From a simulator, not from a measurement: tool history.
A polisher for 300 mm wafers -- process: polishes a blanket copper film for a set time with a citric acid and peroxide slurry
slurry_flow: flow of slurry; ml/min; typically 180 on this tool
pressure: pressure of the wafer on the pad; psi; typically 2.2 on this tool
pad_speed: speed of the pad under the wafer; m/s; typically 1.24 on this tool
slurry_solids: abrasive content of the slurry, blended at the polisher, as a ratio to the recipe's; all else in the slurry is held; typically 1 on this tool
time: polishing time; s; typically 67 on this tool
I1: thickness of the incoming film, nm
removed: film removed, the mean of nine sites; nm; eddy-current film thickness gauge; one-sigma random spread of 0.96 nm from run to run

Run 1, day 0: usual settings; I1 771.3. Result: removed 150.5 nm.
At day 3.238: slurry blender recalibrated.
Run 2, day 3.496: usual settings; I1 771.6. Result: removed 148 nm.
Run 3, day 5.238: usual settings; I1 776.1. Result: removed 149 nm.
Run 4, day 8.958: usual settings; I1 773.3. Result: removed 145.4 nm.
At day 11.138: worn pad replaced by a new one.
Run 5, day 12.712: usual settings; I1 791.1. Result: removed 153.2 nm.
Run 6, day 15.929: usual settings but pressure 1.8 psi; I1 782. Result: removed 125.1 nm.
Run 7, day 19.254: usual settings but pressure 1.8 psi; I1 769.7. Result: removed 123.7 nm.
At day 20.775: head pressure recalibrated.
At day 20.788: slurry nozzle cleaned.
At day 22.162: slurry blender recalibrated.
Run 8, day 22.2: usual settings but time 51 s; I1 795.7. Result: removed 114 nm.
Run 9, day 26.054: usual settings; I1 768. Result: removed 148.3 nm.
Run 10, day 28.308: usual settings; I1 790.4. Result: removed 147 nm.
Run 11, day 30.096: usual settings but slurry_flow 160 ml/min; I1 782.1. Result: removed 144.1 nm.
Run 12, day 31.833: usual settings but slurry_flow 160 ml/min; I1 787.7. Result: removed 142.2 nm.
At day 33.396: worn pad replaced by a new one.
Run 13, day 33.642: usual settings but slurry_flow 160 ml/min; I1 783.6. Result: removed 149.3 nm.
Run 14, day 37.758: usual settings but pad_speed 0.92 m/s; I1 780. Result: removed 115.7 nm.
Run 15, day 42.012: usual settings but pressure 1.6 psi, time 83 s; I1 789.3. Result: removed 134.5 nm.
At day 42.7: slurry blender recalibrated.
Run 16, day 45.567: usual settings but slurry_solids 1.2; I1 768.6. Result: removed 155.6 nm.
At day 46.154: slurry nozzle cleaned.
Run 17, day 48.142: usual settings but slurry_solids 0.8, time 47 s; I1 794.1. Result: removed 99.4 nm.
Run 18, day 51.233: usual settings but time 81 s; I1 787.6. Result: removed 177.1 nm.
At day 53.371: worn pad replaced by a new one, of another model than before.
Run 19, day 54.788: usual settings but slurry_flow 200 ml/min, pressure 2.7 psi; I1 774.5. Result: removed 173.6 nm.
Run 20, day 59.254: usual settings but slurry_flow 220 ml/min; I1 785.1. Result: removed 152 nm.
At day 61.617: slurry blender recalibrated.
Run 21, day 62.296: usual settings; I1 773.1. Result: removed 152.8 nm.
At day 63.738: head pressure recalibrated.
Run 22, day 64.358: usual settings but slurry_flow 160 ml/min, pad_speed 1.08 m/s, slurry_solids 0.9, time 50 s; I1 797.2. Result: removed 100.1 nm.
Run 23, day 68.821: usual settings but pressure 1.8 psi; I1 779.6. Result: removed 131.5 nm.
At day 69.979: slurry nozzle cleaned.
Run 24, day 71.908: usual settings but pressure 1.8 psi, time 84 s; I1 772.7. Result: removed 164.1 nm.
At day 73.842: worn pad replaced by a new one.
Run 25, day 74.179: usual settings but pressure 1.5 psi; I1 795. Result: removed 124.1 nm.
Run 26, day 77.988: usual settings but pad_speed 1.06 m/s, slurry_solids 0.7, time 45 s; I1 780.4. Result: removed 88.3 nm.
At day 80.792: slurry blender recalibrated.
Run 27, day 82.112: usual settings but pad_speed 1 m/s; I1 787.9. Result: removed 134.7 nm.
Run 28, day 85.129: usual settings but slurry_flow 150 ml/min, pad_speed 1 m/s, slurry_solids 1.1; I1 794. Result: removed 136.4 nm.
Run 29, day 88.221: usual settings but pressure 1.8 psi; I1 772.5. Result: removed 134.5 nm.
At day 89.488: slurry nozzle cleaned.
Run 30, day 89.817: usual settings but pressure 2.8 psi, slurry_solids 1.15; I1 788. Result: removed 176.8 nm.
At day 92.942: worn pad replaced by a new one.
Run 31, day 93.979: usual settings but pad_speed 0.92 m/s, slurry_solids 0.7; I1 765.1. Result: removed 120.9 nm.

Had the tool no unlogged condition, and each run kept its random variation, what would the results have been?
Unlogged tool condition in this case: removal rate lost through wear of the pad, %; slurry flow missing at the pad, %; deviation of the head's pressure from its setpoint, %; abrasive missing from the slurry, %.
run  removed
  1    152.7
  2    151.3
  3    153.1
  4    151.3
  5    153.6
  6    125.7
  7    124.9
  8    115.7
  9      152
 10    151.7
 11    149.7
 12    148.7
 13    150.2
 14    116.6
 15    136.3
 16    158.8
 17    102.1
 18    183.8
 19    174.2
 20      153
 21    154.5
 22    101.7
 23    135.1
 24    170.3
 25    124.3
 26     88.6
 27    135.8
 28    138.3
 29    137.5
 30    181.6
 31    121.7
